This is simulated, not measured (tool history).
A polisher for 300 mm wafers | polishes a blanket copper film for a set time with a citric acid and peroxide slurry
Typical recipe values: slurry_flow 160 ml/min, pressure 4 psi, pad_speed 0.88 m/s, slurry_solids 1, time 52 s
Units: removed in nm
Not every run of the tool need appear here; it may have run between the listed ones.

run,hour,slurry_flow,pressure,pad_speed,slurry_solids,time,"incoming thickness of the incoming film, nm",removed
1,0,160,4,0.88,1,52,475.1,110.1
# hour 42.8: head pressure recalibrated
# hour 48.8: slurry nozzle cleaned
2,82,160,4,0.88,1,52,483.1,116.1
3,158,160,4,0.88,1,52,481,113.4
4,226.6,195,4,0.88,1,52,481,114.1
# hour 290.7: worn pad replaced by a new one
5,294.4,160,4,0.88,1,52,482.8,118.1
6,357.8,160,4.7,0.88,1,52,480.5,138.9
# hour 372.8: slurry blender recalibrated
7,438.8,160,4.7,0.88,1,52,473.2,134.4
# hour 453.6: slurry nozzle cleaned
8,483.8,160,4,0.88,1,52,485.2,114.8
9,582.8,160,4,0.88,1,52,476.9,112.4
10,659.1,160,4,0.88,1,52,480.4,106.6
# hour 688.2: worn pad replaced by a new one
11,716.3,135,4,0.88,1,52,486.7,111.5
# hour 789.4: slurry blender recalibrated
12,807.7,135,4,0.88,1,52,471.7,111
13,875.6,160,4,0.88,1,52,485.6,112.6
# hour 921.1: slurry nozzle cleaned
# hour 1122.3: worn pad replaced by a new one
14,1179.2,180,4,0.88,1,52,471.8,116.7
# hour 1199.3: slurry blender recalibrated
15,1281.4,160,4.7,0.88,1.15,52,485.9,133
# hour 1362.2: slurry nozzle cleaned
# hour 1362.8: head pressure recalibrated
16,1371.8,105,3.1,0.88,1,52,485.9,80
17,1439.9,160,4,1.1,1,52,478.6,137.4
18,1485.3,160,4,0.88,1,52,484.6,105.5
# hour 1589.4: slurry blender recalibrated
# hour 1609.8: worn pad replaced by a new one
19,1672.2,130,3.5,0.88,1,57,482.7,107.5
# hour 1753.3: slurry nozzle cleaned
20,1953.6,195,4,0.68,0.7,52,482.4,83.2
21,1994,115,4,0.88,0.75,52,482.3,96.8
# hour 2005.4: worn pad replaced by a new one
# hour 2085.2: slurry blender recalibrated
22,2094.3,160,4,0.88,0.75,52,474,110.9
# hour 2150.9: slurry nozzle cleaned
23,2162.1,160,4,0.88,1.2,52,483.8,118.7
24,2206,115,4,0.66,1,52,472.5,79
25,2254.4,160,4,0.88,1,52,478.6,110.9

3 ways to go on from here, each from the tool as it stands after run 25. What would each give?
A,2254.8,160,4,0.88,1,52,480.9,?
B,2254.8,160,4,0.88,1,61,480.9,?
C,2254.8,140,4,0.88,1,52,480.9,?

run,removed
A,112.5
B,132
C,110
With no hidden state in the tool, these same runs would have given:
run,removed
A,120.2
B,141
C,117.5
